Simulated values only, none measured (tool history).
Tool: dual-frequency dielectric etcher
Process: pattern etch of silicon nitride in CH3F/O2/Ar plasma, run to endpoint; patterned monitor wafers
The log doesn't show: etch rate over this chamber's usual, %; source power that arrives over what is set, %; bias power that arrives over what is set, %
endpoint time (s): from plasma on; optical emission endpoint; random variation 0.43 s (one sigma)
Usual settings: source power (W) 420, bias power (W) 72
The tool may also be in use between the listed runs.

run,hour,source power (W),bias power (W),wafers since the last listed run,hours since the last wet clean,hours since the last source power generator calibration,hours since the last bias power generator calibration,hours since the last upper electrode change,"incoming incoming film thickness, nm",endpoint time (s)
1,0,420,72,0,278.3,2466.4,3428.4,4355.4,33.9,48.5
2,87.8,420,72,836,366.1,2554.2,3516.2,4443.2,33.98,47.5
3,129.2,420,72,394,407.5,2595.6,3557.6,4484.6,34.18,48.3
# hour 180.7: wet clean of the chamber
4,203.7,420,72,481,23,2670.1,3632.1,4559.1,34.46,50.7
5,287.4,420,72,797,106.7,2753.8,3715.8,4642.8,34.55,50.7
6,328.3,420,64,389,147.6,2794.7,3756.7,4683.7,34.09,51.5
7,377.8,470,72,471,197.1,2844.2,3806.2,4733.2,34.15,46.4
8,466.9,470,72,849,286.2,2933.3,3895.3,4822.3,34.16,46.6
9,578.5,360,80,1063,397.8,3044.9,4006.9,4933.9,33.83,47.5
# hour 655.5: wet clean of the chamber
10,681.1,420,87,749,25.6,3147.5,4109.5,5036.5,33.95,46.6
11,748.2,480,82,639,92.7,3214.6,4176.6,5103.6,33.86,45.4
# hour 802.1: source power generator calibrated
12,834.1,450,72,780,178.6,32,4262.5,5189.5,33.89,47.9
13,919.8,420,72,816,264.3,117.7,4348.2,5275.2,34.21,48.1
14,981.2,420,72,585,325.7,179.1,4409.6,5336.6,34.39,48.7
# hour 1082.8: upper electrode replaced
# hour 1092.6: bias power generator calibrated
# hour 1095.4: wet clean of the chamber
15,1280.4,470,78,2558,185,478.3,187.8,197.6,34.03,45.5
16,1335.8,360,86,527,240.4,533.7,243.2,253,34.05,49.6
17,1427.6,500,66,874,332.2,625.5,335,344.8,33.87,46.5

The same runs without the tool's hidden state, with the same run-to-run variation:
run,endpoint time (s)
1,49.9
2,49.4
3,50.5
4,50.9
5,51.4
6,52.5
7,47.5
8,48.3
9,49.8
10,46.6
11,45.8
12,48.8
13,49.5
14,50.4
15,46.5
16,51
17,48.4

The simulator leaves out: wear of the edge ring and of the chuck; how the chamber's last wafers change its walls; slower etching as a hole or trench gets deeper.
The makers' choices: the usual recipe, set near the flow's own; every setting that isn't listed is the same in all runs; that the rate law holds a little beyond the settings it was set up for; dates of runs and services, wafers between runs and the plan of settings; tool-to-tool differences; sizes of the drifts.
